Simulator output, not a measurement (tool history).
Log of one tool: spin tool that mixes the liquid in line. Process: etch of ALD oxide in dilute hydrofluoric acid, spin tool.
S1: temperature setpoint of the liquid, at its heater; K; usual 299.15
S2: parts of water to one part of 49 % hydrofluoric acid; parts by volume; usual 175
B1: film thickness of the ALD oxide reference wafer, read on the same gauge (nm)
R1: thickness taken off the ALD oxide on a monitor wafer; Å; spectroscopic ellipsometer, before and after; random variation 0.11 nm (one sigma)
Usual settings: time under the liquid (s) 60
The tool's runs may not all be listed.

run 1 hour=0 | S1=300.65 S2=175 time_under_the_liquid_(s)=60 | B1=41.3 | R1=129.1
run 2 hour=40.6 | S1=300.65 S2=175 time_under_the_liquid_(s)=60 | B1=41.34 | R1=130.1
run 3 hour=77.5 | S1=299.15 S2=175 time_under_the_liquid_(s)=60 | B1=41.43 | R1=124.1
run 4 hour=116.2 | S1=299.15 S2=175 time_under_the_liquid_(s)=60 | B1=41.54 | R1=124.6
run 5 hour=146.3 | S1=299.15 S2=175 time_under_the_liquid_(s)=60 | B1=41.54 | R1=124
run 6 hour=214.3 | S1=303.15 S2=175 time_under_the_liquid_(s)=60 | B1=41.66 | R1=142.1
run 7 hour=250.2 | S1=303.15 S2=175 time_under_the_liquid_(s)=60 | B1=41.73 | R1=143.3
run 8 hour=287.4 | S1=303.15 S2=175 time_under_the_liquid_(s)=60 | B1=41.76 | R1=144.6
run 9 hour=355.6 | S1=299.15 S2=175 time_under_the_liquid_(s)=60 | B1=41.82 | R1=124.4
run 10 hour=424 | S1=299.15 S2=175 time_under_the_liquid_(s)=60 | B1=41.86 | R1=126.8
run 11 hour=488.6 | S1=299.15 S2=175 time_under_the_liquid_(s)=60 | B1=41.95 | R1=123.5
run 12 hour=547 | S1=299.15 S2=225 time_under_the_liquid_(s)=35 | B1=41.97 | R1=53.5
run 13 hour=610.6 | S1=299.15 S2=225 time_under_the_liquid_(s)=35 | B1=42.04 | R1=53.5
run 14 hour=640.9 | S1=299.15 S2=225 time_under_the_liquid_(s)=35 | B1=42.02 | R1=54.2
run 15 hour=712.2 | S1=300.65 S2=175 time_under_the_liquid_(s)=70 | B1=42.07 | R1=156.2
run 16 hour=759.7 | S1=300.65 S2=175 time_under_the_liquid_(s)=70 | B1=42.08 | R1=154.4
run 17 hour=786.3 | S1=299.15 S2=175 time_under_the_liquid_(s)=60 | B1=42.1 | R1=123.2
run 18 hour=820.5 | S1=299.15 S2=175 time_under_the_liquid_(s)=60 | B1=42.12 | R1=126.6
run 19 hour=846.8 | S1=297.15 S2=115 time_under_the_liquid_(s)=90 | B1=42.06 | R1=286.5
run 20 hour=916.8 | S1=299.15 S2=175 time_under_the_liquid_(s)=60 | B1=42.15 | R1=124.2
-- hour=932.4 thermometer replaced
run 21 hour=987.9 | S1=296.65 S2=235 time_under_the_liquid_(s)=45 | B1=42.14 | R1=61.3
-- hour=1028.8 gauge calibrated
run 22 hour=1046.5 | S1=299.15 S2=175 time_under_the_liquid_(s)=60 | B1=40.26 | R1=119.9
-- hour=1050.9 hydrofluoric acid flow meter replaced
run 23 hour=1075.7 | S1=302.15 S2=175 time_under_the_liquid_(s)=60 | B1=40.37 | R1=133.5
run 24 hour=1117.3 | S1=297.65 S2=240 time_under_the_liquid_(s)=30 | B1=40.55 | R1=39.1
run 25 hour=1148.8 | S1=299.15 S2=175 time_under_the_liquid_(s)=60 | B1=40.66 | R1=122.1
run 26 hour=1204.3 | S1=303.15 S2=205 time_under_the_liquid_(s)=60 | B1=40.86 | R1=114.5
run 27 hour=1312 | S1=299.15 S2=175 time_under_the_liquid_(s)=30 | B1=41.19 | R1=62.5
run 28 hour=1338.7 | S1=295.15 S2=175 time_under_the_liquid_(s)=45 | B1=41.26 | R1=79
run 29 hour=1387.5 | S1=303.15 S2=240 time_under_the_liquid_(s)=90 | B1=41.38 | R1=145.4
run 30 hour=1425 | S1=297.65 S2=120 time_under_the_liquid_(s)=60 | B1=41.46 | R1=181.3
run 31 hour=1480.3 | S1=295.15 S2=225 time_under_the_liquid_(s)=80 | B1=41.56 | R1=106.1
run 32 hour=1523.4 | S1=299.15 S2=175 time_under_the_liquid_(s)=60 | B1=41.65 | R1=123.9
run 33 hour=1565.1 | S1=299.15 S2=175 time_under_the_liquid_(s)=60 | B1=41.71 | R1=123.5

Forecast each of these 4 alternatives for the next run:
run A hour=1565.5 | S1=295.15 S2=175 time_under_the_liquid_(s)=60 | B1=? | R1=?
run B hour=1565.5 | S1=301.65 S2=225 time_under_the_liquid_(s)=95 | B1=? | R1=?
run C hour=1565.5 | S1=300.65 S2=125 time_under_the_liquid_(s)=30 | B1=? | R1=?
run D hour=1565.5 | S1=297.15 S2=175 time_under_the_liquid_(s)=35 | B1=? | R1=?

run=A B1=41.7 R1=107.2
run=B B1=41.7 R1=158.3
run=C B1=41.7 R1=98
run=D B1=41.7 R1=67.5
Without the tool's hidden state the same runs would have given:
run=A R1=102.8
run=B R1=151.9
run=C R1=94
run=D R1=64.7
